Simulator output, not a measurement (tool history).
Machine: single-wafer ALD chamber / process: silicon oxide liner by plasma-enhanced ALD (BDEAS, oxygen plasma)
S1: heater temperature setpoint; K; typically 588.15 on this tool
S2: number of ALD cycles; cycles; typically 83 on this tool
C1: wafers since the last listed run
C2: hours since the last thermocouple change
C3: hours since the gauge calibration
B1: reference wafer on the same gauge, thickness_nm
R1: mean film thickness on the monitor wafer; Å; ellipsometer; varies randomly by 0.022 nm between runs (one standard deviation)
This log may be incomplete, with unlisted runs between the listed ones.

run 1 day=0 | S1=588.15 S2=83 | C1=0 C2=2572.5 C3=39.8 | B1=7.702 | R1=86.23
run 2 day=0.542 | S1=588.15 S2=83 | C1=78 C2=2585.5 C3=52.8 | B1=7.723 | R1=86.66
run 3 day=1.412 | S1=588.15 S2=83 | C1=125 C2=2606.4 C3=73.7 | B1=7.73 | R1=86.62
run 4 day=2.158 | S1=588.15 S2=83 | C1=107 C2=2624.3 C3=91.6 | B1=7.728 | R1=87.05
run 5 day=2.483 | S1=577.15 S2=83 | C1=47 C2=2632.1 C3=99.4 | B1=7.721 | R1=88.32
run 6 day=3.208 | S1=594.15 S2=83 | C1=104 C2=2649.5 C3=116.8 | B1=7.735 | R1=86.18
run 7 day=3.888 | S1=594.15 S2=83 | C1=98 C2=2665.8 C3=133.1 | B1=7.747 | R1=86.29
run 8 day=4.479 | S1=594.15 S2=83 | C1=85 C2=2680 C3=147.3 | B1=7.751 | R1=86.36
run 9 day=4.783 | S1=596.15 S2=83 | C1=43 C2=2687.3 C3=154.6 | B1=7.752 | R1=85.92
run 10 day=5.292 | S1=596.15 S2=83 | C1=73 C2=2699.5 C3=166.8 | B1=7.757 | R1=86.1
run 11 day=5.712 | S1=595.15 S2=70 | C1=60 C2=2709.6 C3=176.9 | B1=7.748 | R1=72.85
run 12 day=6.312 | S1=599.15 S2=89 | C1=86 C2=2724 C3=191.3 | B1=7.757 | R1=92.27
run 13 day=6.842 | S1=597.15 S2=67 | C1=76 C2=2736.7 C3=204 | B1=7.773 | R1=69.61
-- day=7.238 thermocouple changed; heater temperature recalibrated
run 14 day=7.338 | S1=580.15 S2=79 | C1=23 C2=2.4 C3=215.9 | B1=7.772 | R1=84.04
-- day=7.433 gauge calibrated
run 15 day=7.921 | S1=599.15 S2=67 | C1=84 C2=16.4 C3=11.7 | B1=7.7 | R1=68.66
run 16 day=8.233 | S1=588.15 S2=90 | C1=45 C2=23.9 C3=19.2 | B1=7.705 | R1=94.16
run 17 day=8.675 | S1=588.15 S2=83 | C1=63 C2=34.5 C3=29.8 | B1=7.711 | R1=86.46
run 18 day=9.146 | S1=581.15 S2=73 | C1=68 C2=45.8 C3=41.1 | B1=7.726 | R1=76.86
run 19 day=9.442 | S1=575.15 S2=74 | C1=42 C2=52.9 C3=48.2 | B1=7.722 | R1=78.91
run 20 day=9.696 | S1=588.15 S2=83 | C1=36 C2=59 C3=54.3 | B1=7.721 | R1=86.91

4 options for the next run, each taken on its own from the tool as it stands now. Forecast them:
run A day=9.717 | S1=588.15 S2=83 | C1=3 C2=59.5 C3=54.8 | B1=? | R1=?
run B day=9.717 | S1=601.15 S2=72 | C1=3 C2=59.5 C3=54.8 | B1=? | R1=?
run C day=9.717 | S1=574.15 S2=90 | C1=3 C2=59.5 C3=54.8 | B1=? | R1=?
run D day=9.717 | S1=579.15 S2=88 | C1=3 C2=59.5 C3=54.8 | B1=? | R1=?

run=A B1=7.717 R1=86.99
run=B B1=7.717 R1=73.86
run=C B1=7.717 R1=96.68
run=D B1=7.717 R1=93.58
With the hidden condition removed and each run's random variation left untouched, the same runs would have given:
run=A R1=86.79
run=B R1=73.69
run=C R1=96.46
run=D R1=93.36
